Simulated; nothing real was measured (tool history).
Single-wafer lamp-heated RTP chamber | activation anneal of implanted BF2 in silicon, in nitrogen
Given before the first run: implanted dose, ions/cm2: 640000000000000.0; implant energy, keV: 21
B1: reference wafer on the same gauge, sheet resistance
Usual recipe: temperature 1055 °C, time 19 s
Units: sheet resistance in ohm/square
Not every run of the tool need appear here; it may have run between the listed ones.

{"run": 1, "hour": 0.0, "temperature": 1055, "time": 16, "B1": 213.95, "sheet resistance": 192.28}
{"run": 2, "hour": 7.0, "temperature": 1055, "time": 16, "B1": 214.0, "sheet resistance": 192.48}
{"run": 3, "hour": 36.4, "temperature": 1055, "time": 16, "B1": 214.05, "sheet resistance": 192.52}
{"run": 4, "hour": 49.4, "temperature": 1055, "time": 22, "B1": 214.05, "sheet resistance": 189.38}
{"run": 5, "hour": 67.4, "temperature": 1055, "time": 19, "B1": 214.04, "sheet resistance": 190.58}
{"run": 6, "hour": 84.2, "temperature": 1055, "time": 19, "B1": 214.08, "sheet resistance": 190.49}
{"run": 7, "hour": 95.5, "temperature": 1055, "time": 19, "B1": 213.99, "sheet resistance": 191.08}
{"run": 8, "hour": 104.0, "temperature": 1055, "time": 19, "B1": 214.09, "sheet resistance": 190.98}
{"run": 9, "hour": 118.6, "temperature": 1055, "time": 19, "B1": 213.96, "sheet resistance": 190.83}
{"run": 10, "hour": 127.1, "temperature": 1046, "time": 19, "B1": 213.98, "sheet resistance": 193.07}
{"hour": 128.8, "done": "gauge calibrated"}
{"run": 11, "hour": 133.6, "temperature": 1046, "time": 19, "B1": 214.1, "sheet resistance": 193.52}
{"hour": 151.1, "done": "reflector plate cleaned"}
{"hour": 152.0, "done": "pyrometer window cleaned and pyrometer calibrated"}
{"run": 12, "hour": 152.5, "temperature": 1046, "time": 26, "B1": 214.01, "sheet resistance": 194.27}
{"run": 13, "hour": 161.1, "temperature": 1055, "time": 19, "B1": 214.03, "sheet resistance": 194.5}
{"run": 14, "hour": 168.4, "temperature": 1083, "time": 19, "B1": 213.96, "sheet resistance": 187.77}
{"run": 15, "hour": 176.9, "temperature": 1081, "time": 12, "B1": 214.1, "sheet resistance": 192.42}
{"run": 16, "hour": 186.7, "temperature": 1025, "time": 19, "B1": 213.97, "sheet resistance": 205.12}
{"run": 17, "hour": 194.1, "temperature": 1068, "time": 15, "B1": 213.9, "sheet resistance": 192.23}
{"run": 18, "hour": 204.1, "temperature": 1047, "time": 28, "B1": 213.89, "sheet resistance": 192.46}
{"run": 19, "hour": 212.1, "temperature": 1080, "time": 13, "B1": 214.05, "sheet resistance": 191.54}
{"run": 20, "hour": 220.0, "temperature": 1055, "time": 16, "B1": 214.14, "sheet resistance": 194.72}
{"run": 21, "hour": 235.3, "temperature": 1033, "time": 12, "B1": 213.94, "sheet resistance": 205.72}
{"run": 22, "hour": 243.3, "temperature": 1055, "time": 19, "B1": 214.03, "sheet resistance": 193.22}

Branching from run 22: 5 alternative next runs. What would each branch give?
{"run": "A", "hour": 243.7, "temperature": 1055, "time": 19, "B1": "?", "sheet resistance": "?"}
{"run": "B", "hour": 243.7, "temperature": 1078, "time": 13, "B1": "?", "sheet resistance": "?"}
{"run": "C", "hour": 243.7, "temperature": 1085, "time": 23, "B1": "?", "sheet resistance": "?"}
{"run": "D", "hour": 243.7, "temperature": 1032, "time": 19, "B1": "?", "sheet resistance": "?"}
{"run": "E", "hour": 243.7, "temperature": 1076, "time": 26, "B1": "?", "sheet resistance": "?"}

run=A B1=214.05 sheet_resistance=193.30
run=B B1=214.05 sheet_resistance=191.58
run=C B1=214.05 sheet_resistance=185.48
run=D B1=214.05 sheet_resistance=201.23
run=E B1=214.05 sheet_resistance=185.90
Without the tool's hidden state the same runs would have given:
run=A sheet_resistance=194.53
run=B sheet_resistance=192.40
run=C sheet_resistance=186.18
run=D sheet_resistance=203.12
run=E sheet_resistance=186.71
